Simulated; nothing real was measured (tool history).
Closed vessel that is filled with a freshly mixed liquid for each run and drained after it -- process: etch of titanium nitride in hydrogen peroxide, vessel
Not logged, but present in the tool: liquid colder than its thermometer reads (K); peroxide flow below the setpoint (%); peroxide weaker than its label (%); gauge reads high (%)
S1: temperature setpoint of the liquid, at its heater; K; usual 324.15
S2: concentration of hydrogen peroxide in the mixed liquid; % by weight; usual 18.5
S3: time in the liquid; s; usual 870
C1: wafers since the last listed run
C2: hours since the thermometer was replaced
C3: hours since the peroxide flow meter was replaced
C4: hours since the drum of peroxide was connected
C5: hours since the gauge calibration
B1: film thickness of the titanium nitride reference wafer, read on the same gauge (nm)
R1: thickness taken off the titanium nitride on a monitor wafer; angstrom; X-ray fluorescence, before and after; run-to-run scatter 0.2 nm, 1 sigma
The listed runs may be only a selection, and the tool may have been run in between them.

run    hour      S1    S2    S3    C1      C2      C3     C4      C5      B1      R1
  1     0.0  324.15  18.5  1120     0  1408.6  1344.6  623.9   439.7  110.01   655.2
  2    54.4  324.15  18.5   870  1920  1463.0  1399.0  678.3   494.1  109.97   504.7
  3    91.9  324.15  18.5   870  1323  1500.5  1436.5  715.8   531.6  110.04   506.2
  4   132.1  324.15  18.5   870  1419  1540.7  1476.7  756.0   571.8  109.97   509.1
      144.8  -- thermometer replaced
  5   201.8  324.15  16.0  1220  2425    57.0  1546.4  825.7   641.5  110.01   704.8
  6   229.4  324.15  16.0  1220   974    84.6  1574.0  853.3   669.1  110.01   699.2
      236.4  -- new drum of peroxide connected
  7   291.3  324.15  16.0  1220  2149   146.5  1635.9   54.9   731.0  109.99   700.2
  8   329.5  324.15  15.5   870  1348   184.7  1674.1   93.1   769.2  109.97   494.9
  9   373.4  316.65  18.5   870  1549   228.6  1718.0  137.0   813.1  109.97   296.1
 10   432.8  316.65  18.5   870  2096   288.0  1777.4  196.4   872.5  110.02   296.3
 11   498.9  324.15  18.5  1355  2333   354.1  1843.5  262.5   938.6  110.00   801.9
 12   530.1  331.65  13.5   415  1101   385.3  1874.7  293.7   969.8  110.01   387.4
 13   597.8  324.15  18.5   870  2389   453.0  1942.4  361.4  1037.5  110.02   510.5
      605.7  -- gauge calibrated
 14   632.0  326.65  18.5   870  1207   487.2  1976.6  395.6    26.3  110.02   613.6
 15   671.9  315.15  13.5  1245  1408   527.1  2016.5  435.5    66.2  109.96   352.9
 16   711.5  329.15  23.5   565  1397   566.7  2056.1  475.1   105.8  109.94   495.9
 17   746.1  314.65  24.0  1145  1221   601.3  2090.7  509.7   140.4  109.94   350.6
 18   778.6  320.65  15.5  1290  1147   633.8  2123.2  542.2   172.9  110.01   563.1
      825.3  -- peroxide flow meter replaced
 19   841.8  315.65  23.5  1330  2195   697.0    16.5  605.4   236.1  109.99   446.8
 20   867.8  324.15  17.0   870   917   723.0    42.5  631.4   262.1  109.98   513.8
 21   931.3  324.15  18.5   460  2241   786.5   106.0  694.9   325.6  110.01   275.2
 22   960.5  324.15  18.5   870  1030   815.7   135.2  724.1   354.8  110.02   518.3
 23   988.5  332.15  21.5   510   988   843.7   163.2  752.1   382.8  110.01   553.1
     1021.6  -- new drum of peroxide connected
 24  1041.2  328.65  16.0  1140  1825   896.4   215.9   19.6   435.5  110.01   905.4
 25  1074.9  333.65  13.5  1320  1189   930.1   249.6   53.3   469.2  110.00  1438.6
 26  1099.8  317.15  15.0  1065   878   955.0   274.5   78.2   494.1  109.97   366.4
 27  1130.1  324.15  18.5   870  1069   985.3   304.8  108.5   524.4  109.98   519.9
 28  1158.8  329.15  18.5   870  1013  1014.0   333.5  137.2   553.1  109.99   733.3

Entry by entry between the runs, the difference in hidden state between the last listed run before and the first listed run after:
Runs 4 to 5: thermometer replaced (hour 144.8)
  liquid colder than its thermometer reads (K): 0.28 -> 0.0326; peroxide flow below the setpoint (%): 9.21 -> 9.58
  measured less the result without the state, R1: -21.1 -> -16.6 angstrom
Runs 6 to 7: new drum of peroxide connected (hour 236.4)
  liquid colder than its thermometer reads (K): 0.0371 -> 0.0474; peroxide flow below the setpoint (%): 9.73 -> 10.1
  measured less the result without the state, R1: -17.3 -> -18.4 angstrom
Runs 13 to 14: gauge calibrated (hour 605.7)
  liquid colder than its thermometer reads (K): 0.0982 -> 0.104; peroxide flow below the setpoint (%): 11.7 -> 11.9
  measured less the result without the state, R1: -17.4 -> -21.2 angstrom
Runs 18 to 19: peroxide flow meter replaced (hour 825.3)
  liquid colder than its thermometer reads (K): 0.128 -> 0.139; peroxide flow below the setpoint (%): 12.7 -> 0.579
  measured less the result without the state, R1: -21.8 -> -5.4 angstrom
Runs 23 to 24: new drum of peroxide connected (hour 1021.6)
  liquid colder than its thermometer reads (K): 0.163 -> 0.172; peroxide flow below the setpoint (%): 1.37 -> 1.65
  measured less the result without the state, R1: -7.8 -> -14.0 angstrom

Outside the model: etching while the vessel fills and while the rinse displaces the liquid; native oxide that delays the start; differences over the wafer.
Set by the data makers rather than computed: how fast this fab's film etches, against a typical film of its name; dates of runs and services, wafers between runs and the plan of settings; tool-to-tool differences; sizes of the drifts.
